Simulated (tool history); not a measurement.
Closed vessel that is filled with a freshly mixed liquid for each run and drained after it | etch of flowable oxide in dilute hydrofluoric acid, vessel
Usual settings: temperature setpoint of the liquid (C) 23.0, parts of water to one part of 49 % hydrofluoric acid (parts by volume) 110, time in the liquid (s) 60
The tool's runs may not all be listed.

run	hour	temperature setpoint of the liquid (C)	parts of water to one part of 49 % hydrofluoric acid (parts by volume)	time in the liquid (s)	read-back film thickness of the flowable oxide reference wafer, read on the same gauge (nm)	thickness taken off the flowable oxide on a monitor wafer (nm)
1	0.0	21.5	110	60	99.99	14.55
2	16.5	23.0	145	60	100.02	11.42
3	29.7	23.0	110	60	100.00	15.56
4	45.6	23.0	80	60	100.01	22.07
5	53.6	23.0	80	60	100.00	22.06
6	61.6	23.0	110	60	100.00	15.58
7	74.4	23.0	110	60	100.01	15.51
8	92.4	23.0	110	60	100.00	15.61
# hour 98.4: hydrofluoric acid flow meter replaced
9	100.3	23.0	110	40	99.99	9.29
# hour 102.5: thermometer replaced
10	113.2	28.0	110	90	99.99	27.84
# hour 118.5: gauge calibrated
11	120.6	19.5	90	85	100.01	23.57
12	129.3	21.0	65	40	100.00	16.82
13	140.9	27.0	90	60	100.00	22.55
14	154.9	27.5	95	50	100.00	18.05

The same runs without the tool's hidden state, with the same run-to-run variation:
The hidden state here: liquid colder than its thermometer reads (K); hydrofluoric acid flow above the setpoint (%); gauge reads high (%).
run	thickness taken off the flowable oxide on a monitor wafer (nm)
1	14.16
2	11.03
3	15.11
4	21.53
5	21.52
6	15.11
7	15.04
8	15.14
9	10.08
10	27.36
11	23.19
12	16.55
13	22.16
14	17.72
